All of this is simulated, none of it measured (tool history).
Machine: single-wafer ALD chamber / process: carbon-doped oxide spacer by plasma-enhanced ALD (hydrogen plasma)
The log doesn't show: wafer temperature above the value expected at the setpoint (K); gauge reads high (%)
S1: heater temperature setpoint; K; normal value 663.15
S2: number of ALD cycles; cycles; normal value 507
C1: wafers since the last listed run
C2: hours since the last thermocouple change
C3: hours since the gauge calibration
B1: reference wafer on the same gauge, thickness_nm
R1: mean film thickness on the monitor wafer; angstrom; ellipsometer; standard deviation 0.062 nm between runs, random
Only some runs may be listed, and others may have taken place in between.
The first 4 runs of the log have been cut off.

| run | day | S1 | S2 | C1 | C2 | C3 | B1 | R1 |
|---|---|---|---|---|---|---|---|---|
| 5 | 4.167 | 663.15 | 507 | 14 | 1311.5 | 174.5 | 19.916 | 248.36 |
| 6 | 4.933 | 656.15 | 507 | 16 | 1329.9 | 192.9 | 19.905 | 248.05 |
| 7 | 5.454 | 656.15 | 507 | 11 | 1342.4 | 205.4 | 19.893 | 248.21 |
| 8 | 6.150 | 660.15 | 453 | 14 | 1359.1 | 222.1 | 19.910 | 221.85 |
| 9 | 7.029 | 663.15 | 507 | 18 | 1380.2 | 243.2 | 19.907 | 247.42 |
| 10 | 10.388 | 663.15 | 507 | 71 | 1460.8 | 323.8 | 19.889 | 247.48 |
| 11 | 11.008 | 663.15 | 507 | 13 | 1475.7 | 338.7 | 19.919 | 247.71 |
| 12 | 12.433 | 673.15 | 507 | 30 | 1509.9 | 372.9 | 19.897 | 247.89 |
| 13 | 12.992 | 673.15 | 507 | 11 | 1523.3 | 386.3 | 19.907 | 247.42 |
| 14 | 13.617 | 652.15 | 507 | 13 | 1538.3 | 401.3 | 19.878 | 246.86 |
| 15 | 14.521 | 652.15 | 507 | 19 | 1560.0 | 423.0 | 19.922 | 248.47 |
| 16 | 15.796 | 657.15 | 507 | 27 | 1590.6 | 453.6 | 19.904 | 246.69 |
| 17 | 16.371 | 657.15 | 507 | 12 | 1604.4 | 467.4 | 19.908 | 246.22 |
| 18 | 17.067 | 659.15 | 507 | 14 | 1621.1 | 484.1 | 19.924 | 248.10 |
| 19 | 18.092 | 659.15 | 507 | 21 | 1645.7 | 508.7 | 19.897 | 247.80 |
| 20 | 18.871 | 659.15 | 507 | 16 | 1664.4 | 527.4 | 19.917 | 247.32 |

Run 21 comes next. What will it give?
| 21 | 20.058 | 669.15 | 415 | 25 | 1692.9 | 555.9 | ? | ? |

B1: 19.909
R1: 202.29 angstrom
Take away the tool's hidden state, keep the run-to-run variation as it was, and the same run would have given R1 202.29 angstrom.

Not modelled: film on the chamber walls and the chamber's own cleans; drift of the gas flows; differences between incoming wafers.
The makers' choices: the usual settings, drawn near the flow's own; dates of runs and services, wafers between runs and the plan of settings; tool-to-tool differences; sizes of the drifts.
